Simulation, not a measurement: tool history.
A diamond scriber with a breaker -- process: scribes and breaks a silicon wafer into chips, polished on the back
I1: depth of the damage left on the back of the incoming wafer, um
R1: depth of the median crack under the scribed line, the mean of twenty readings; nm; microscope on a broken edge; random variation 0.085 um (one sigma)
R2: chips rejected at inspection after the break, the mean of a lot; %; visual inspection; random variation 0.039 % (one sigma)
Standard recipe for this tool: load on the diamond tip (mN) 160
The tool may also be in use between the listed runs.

Run 1, hour 0: usual settings; I1 0.04. Result: R1 8340 nm, R2 1.24 %.
Run 2, hour 50.8: usual settings but load on the diamond tip (mN) 135; I1 0.04. Result: R1 7450 nm, R2 4.77 %.
Run 3, hour 62.9: usual settings but load on the diamond tip (mN) 135; I1 0.02. Result: R1 7320 nm, R2 5.17 %.
Run 4, hour 110.2: usual settings but load on the diamond tip (mN) 135; I1 0.02. Result: R1 7290 nm, R2 5.47 %.
Run 5, hour 124.5: usual settings; I1 0.03. Result: R1 8100 nm, R2 1.39 %.
Run 6, hour 131.6: usual settings; I1 0.02. Result: R1 8010 nm, R2 1.54 %.
Run 7, hour 148.6: usual settings but load on the diamond tip (mN) 136; I1 0.02. Result: R1 7280 nm, R2 5.11 %.
Run 8, hour 161.5: usual settings but load on the diamond tip (mN) 136; I1 0.05. Result: R1 7310 nm, R2 5.38 %.
Run 9, hour 172.7: usual settings; I1 0.02. Result: R1 8140 nm, R2 1.63 %.
Run 10, hour 182.1: usual settings; I1 0.02. Result: R1 8190 nm, R2 1.55 %.
Run 11, hour 190.3: usual settings but load on the diamond tip (mN) 122; I1 0.02. Result: R1 6710 nm, R2 9.49 %.
Run 12, hour 198.3: usual settings but load on the diamond tip (mN) 140; I1 0.02. Result: R1 7510 nm, R2 4.68 %.
Run 13, hour 204.5: usual settings but load on the diamond tip (mN) 140; I1 0.05. Result: R1 7430 nm, R2 4.66 %.
Run 14, hour 222.3: usual settings but load on the diamond tip (mN) 140; I1 0.02. Result: R1 7340 nm, R2 4.05 %.
Run 15, hour 228.8: usual settings but load on the diamond tip (mN) 123; I1 0.02. Result: R1 6680 nm, R2 9.6 %.
At hour 254.1: diamond tip replaced by a new one.
Run 16, hour 257: usual settings but load on the diamond tip (mN) 123; I1 0.02. Result: R1 6760 nm, R2 9.41 %.
Run 17, hour 272.6: usual settings but load on the diamond tip (mN) 123; I1 0.05. Result: R1 6780 nm, R2 9.11 %.
Run 18, hour 288.1: usual settings but load on the diamond tip (mN) 172; I1 0.03. Result: R1 8330 nm, R2 0.98 %.
Run 19, hour 296.8: usual settings; I1 0.01. Result: R1 8010 nm, R2 1.71 %.
Run 20, hour 304.5: usual settings but load on the diamond tip (mN) 133; I1 0.03. Result: R1 7120 nm, R2 6.63 %.
Run 21, hour 347.2: usual settings but load on the diamond tip (mN) 178; I1 0.03. Result: R1 8390 nm, R2 0.9 %.
Run 22, hour 362.4: usual settings but load on the diamond tip (mN) 117; I1 0.05. Result: R1 6550 nm, R2 11.73 %.
At hour 372.5: load on the tip recalibrated.
Run 23, hour 377.3: usual settings but load on the diamond tip (mN) 134; I1 0.04. Result: R1 8730 nm, R2 0.84 %.
Run 24, hour 384.1: usual settings but load on the diamond tip (mN) 207; I1 0.04. Result: R1 11660 nm, R2 11.43 %.
Run 25, hour 397: usual settings but load on the diamond tip (mN) 132; I1 0.03. Result: R1 8650 nm, R2 0.86 %.
Run 26, hour 412.1: usual settings but load on the diamond tip (mN) 185; I1 0.04. Result: R1 10740 nm, R2 6.41 %.
Run 27, hour 421.8: usual settings but load on the diamond tip (mN) 183; I1 0.03. Result: R1 10460 nm, R2 5.6 %.
Run 28, hour 429.4: usual settings but load on the diamond tip (mN) 188; I1 0.05. Result: R1 10810 nm, R2 7.05 %.
Run 29, hour 441.5: usual settings but load on the diamond tip (mN) 174; I1 0.03. Result: R1 10100 nm, R2 4.44 %.
Run 30, hour 454.6: usual settings; I1 0.05. Result: R1 9680 nm, R2 2.21 %.
Run 31, hour 462.3: usual settings; I1 0.04. Result: R1 9630 nm, R2 2.29 %.
Run 32, hour 477.8: usual settings but load on the diamond tip (mN) 179; I1 0.02. Result: R1 10140 nm, R2 4.95 %.
Run 33, hour 486.6: usual settings but load on the diamond tip (mN) 129; I1 0.01. Result: R1 8380 nm, R2 1.25 %.
At hour 491.6: load on the tip recalibrated, repeated, since the last time left the tool worse.
Run 34, hour 532.6: usual settings but load on the diamond tip (mN) 120; I1 0.02. Result: R1 7120 nm, R2 6.62 %.
Run 35, hour 543.5: usual settings but load on the diamond tip (mN) 125; I1 0.05. Result: R1 7260 nm, R2 5.63 %.

Below are 5 alternative next runs, each starting from the tool's condition after run 35. Predict each:
Run A, hour 544.2: usual settings but load on the diamond tip (mN) 113; I1 0.05. Result: R1 ?, R2 ?.
Run B, hour 544.2: usual settings but load on the diamond tip (mN) 112; I1 0.05. Result: R1 ?, R2 ?.
Run C, hour 544.2: usual settings but load on the diamond tip (mN) 203; I1 0.05. Result: R1 ?, R2 ?.
Run D, hour 544.2: usual settings but load on the diamond tip (mN) 144; I1 0.05. Result: R1 ?, R2 ?.
Run E, hour 544.2: usual settings but load on the diamond tip (mN) 181; I1 0.05. Result: R1 ?, R2 ?.

run    R1    R2
  A  6650  9.12
  B  6610   9.5
  C  9760   3.4
  D  7790  1.94
  E  9050  1.34
With the hidden condition removed and each run's random variation left untouched, the same runs would have given:
run    R1    R2
  A  6780  7.86
  B  6740  8.21
  C  9960  4.21
  D  7950   1.5
  E  9230  1.74
